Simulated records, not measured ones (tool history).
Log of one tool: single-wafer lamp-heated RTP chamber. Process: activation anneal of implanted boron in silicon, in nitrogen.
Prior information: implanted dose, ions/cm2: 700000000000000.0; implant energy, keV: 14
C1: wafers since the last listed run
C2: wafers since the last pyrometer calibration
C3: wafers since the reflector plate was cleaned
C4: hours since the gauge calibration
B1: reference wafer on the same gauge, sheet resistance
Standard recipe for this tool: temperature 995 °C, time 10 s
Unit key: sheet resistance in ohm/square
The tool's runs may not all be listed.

{"run": 1, "day": 0.0, "temperature": 995, "time": 10, "C1": 0, "C2": 913, "C3": 6883, "C4": 282.1, "B1": 201.76, "sheet resistance": 192.28}
{"run": 2, "day": 4.471, "temperature": 995, "time": 10, "C1": 1806, "C2": 2719, "C3": 8689, "C4": 389.4, "B1": 201.78, "sheet resistance": 193.52}
{"run": 3, "day": 8.612, "temperature": 973, "time": 10, "C1": 1673, "C2": 4393, "C3": 10362, "C4": 488.8, "B1": 202.55, "sheet resistance": 202.82}
{"day": 10.688, "done": "reflector plate cleaned"}
{"run": 4, "day": 12.267, "temperature": 995, "time": 10, "C1": 1341, "C2": 5734, "C3": 638, "C4": 576.5, "B1": 201.69, "sheet resistance": 190.06}
{"day": 12.7, "done": "pyrometer window cleaned and pyrometer calibrated"}
{"run": 5, "day": 16.117, "temperature": 995, "time": 10, "C1": 1420, "C2": 1379, "C3": 2059, "C4": 668.9, "B1": 201.85, "sheet resistance": 193.85}
{"run": 6, "day": 19.704, "temperature": 995, "time": 10, "C1": 1449, "C2": 2829, "C3": 3508, "C4": 755, "B1": 202.1, "sheet resistance": 193.05}
{"run": 7, "day": 22.138, "temperature": 995, "time": 10, "C1": 982, "C2": 3812, "C3": 4491, "C4": 813.4, "B1": 201.9, "sheet resistance": 192.05}
{"run": 8, "day": 26.454, "temperature": 995, "time": 10, "C1": 1743, "C2": 5556, "C3": 6235, "C4": 917, "B1": 201.81, "sheet resistance": 189.72}
{"day": 27.625, "done": "pyrometer window cleaned and pyrometer calibrated"}
{"run": 9, "day": 30.346, "temperature": 995, "time": 10, "C1": 1437, "C2": 1098, "C3": 7672, "C4": 1010.4, "B1": 202.36, "sheet resistance": 194.64}
{"run": 10, "day": 33.783, "temperature": 995, "time": 10, "C1": 1388, "C2": 2487, "C3": 9061, "C4": 1092.9, "B1": 201.76, "sheet resistance": 193.38}
{"run": 11, "day": 38.025, "temperature": 995, "time": 10, "C1": 1713, "C2": 4200, "C3": 10774, "C4": 1194.7, "B1": 201.9, "sheet resistance": 193.04}
{"day": 39.1, "done": "reflector plate cleaned"}
{"day": 40.521, "done": "pyrometer window cleaned and pyrometer calibrated"}
{"run": 12, "day": 40.542, "temperature": 995, "time": 10, "C1": 747, "C2": 8, "C3": 447, "C4": 1255.1, "B1": 201.99, "sheet resistance": 193.95}
{"run": 13, "day": 41.908, "temperature": 995, "time": 10, "C1": 552, "C2": 560, "C3": 999, "C4": 1287.9, "B1": 202.15, "sheet resistance": 195.37}
{"run": 14, "day": 45.717, "temperature": 1012, "time": 13, "C1": 1538, "C2": 2098, "C3": 2538, "C4": 1379.3, "B1": 201.89, "sheet resistance": 189.91}
{"run": 15, "day": 47.596, "temperature": 995, "time": 10, "C1": 759, "C2": 2858, "C3": 3297, "C4": 1424.4, "B1": 202.11, "sheet resistance": 193.78}
{"day": 49.788, "done": "gauge calibrated"}
{"run": 16, "day": 52.058, "temperature": 1008, "time": 6, "C1": 1802, "C2": 4660, "C3": 5100, "C4": 54.5, "B1": 201.93, "sheet resistance": 188.73}
{"day": 56.35, "done": "pyrometer window cleaned and pyrometer calibrated"}
{"run": 17, "day": 56.371, "temperature": 995, "time": 10, "C1": 1607, "C2": 8, "C3": 6707, "C4": 158, "B1": 201.77, "sheet resistance": 195.18}
{"run": 18, "day": 59.292, "temperature": 1024, "time": 15, "C1": 1179, "C2": 1188, "C3": 7887, "C4": 228.1, "B1": 201.93, "sheet resistance": 187.03}
{"run": 19, "day": 61.525, "temperature": 995, "time": 13, "C1": 902, "C2": 2090, "C3": 8789, "C4": 281.7, "B1": 202.17, "sheet resistance": 194.05}
{"run": 20, "day": 64.342, "temperature": 1015, "time": 16, "C1": 1137, "C2": 3228, "C3": 9927, "C4": 349.3, "B1": 202.13, "sheet resistance": 187.8}
{"day": 68.612, "done": "reflector plate cleaned"}
{"run": 21, "day": 68.633, "temperature": 1023, "time": 10, "C1": 1599, "C2": 4827, "C3": 8, "C4": 452.3, "B1": 202.1, "sheet resistance": 186.4}
{"run": 22, "day": 70.992, "temperature": 1006, "time": 8, "C1": 952, "C2": 5780, "C3": 961, "C4": 508.9, "B1": 202.01, "sheet resistance": 189.71}
{"day": 72.325, "done": "pyrometer window cleaned and pyrometer calibrated"}
{"run": 23, "day": 73.412, "temperature": 973, "time": 13, "C1": 843, "C2": 439, "C3": 1804, "C4": 567, "B1": 202.06, "sheet resistance": 210.07}
{"run": 24, "day": 75.296, "temperature": 1018, "time": 6, "C1": 760, "C2": 1199, "C3": 2565, "C4": 612.2, "B1": 202.08, "sheet resistance": 188.16}

Consider 5 possible next runs. They are alternatives, not a sequence: every one starts from the tool as it was left by run 24. What does each give?
{"run": "A", "day": 75.312, "temperature": 995, "time": 15, "C1": 6, "C2": 1206, "C3": 2572, "C4": 612.6, "B1": "?", "sheet resistance": "?"}
{"run": "B", "day": 75.312, "temperature": 972, "time": 10, "C1": 6, "C2": 1206, "C3": 2572, "C4": 612.6, "B1": "?", "sheet resistance": "?"}
{"run": "C", "day": 75.312, "temperature": 970, "time": 14, "C1": 6, "C2": 1206, "C3": 2572, "C4": 612.6, "B1": "?", "sheet resistance": "?"}
{"run": "D", "day": 75.312, "temperature": 966, "time": 14, "C1": 6, "C2": 1206, "C3": 2572, "C4": 612.6, "B1": "?", "sheet resistance": "?"}
{"run": "E", "day": 75.312, "temperature": 1004, "time": 13, "C1": 6, "C2": 1206, "C3": 2572, "C4": 612.6, "B1": "?", "sheet resistance": "?"}

run=A B1=202.37 sheet_resistance=192.09
run=B B1=202.37 sheet_resistance=212.12
run=C B1=202.37 sheet_resistance=211.36
run=D B1=202.37 sheet_resistance=216.54
run=E B1=202.37 sheet_resistance=189.52
Without the tool's hidden state the same runs would have given:
run=A sheet_resistance=192.42
run=B sheet_resistance=213.11
run=C sheet_resistance=212.33
run=D sheet_resistance=217.68
run=E sheet_resistance=189.74
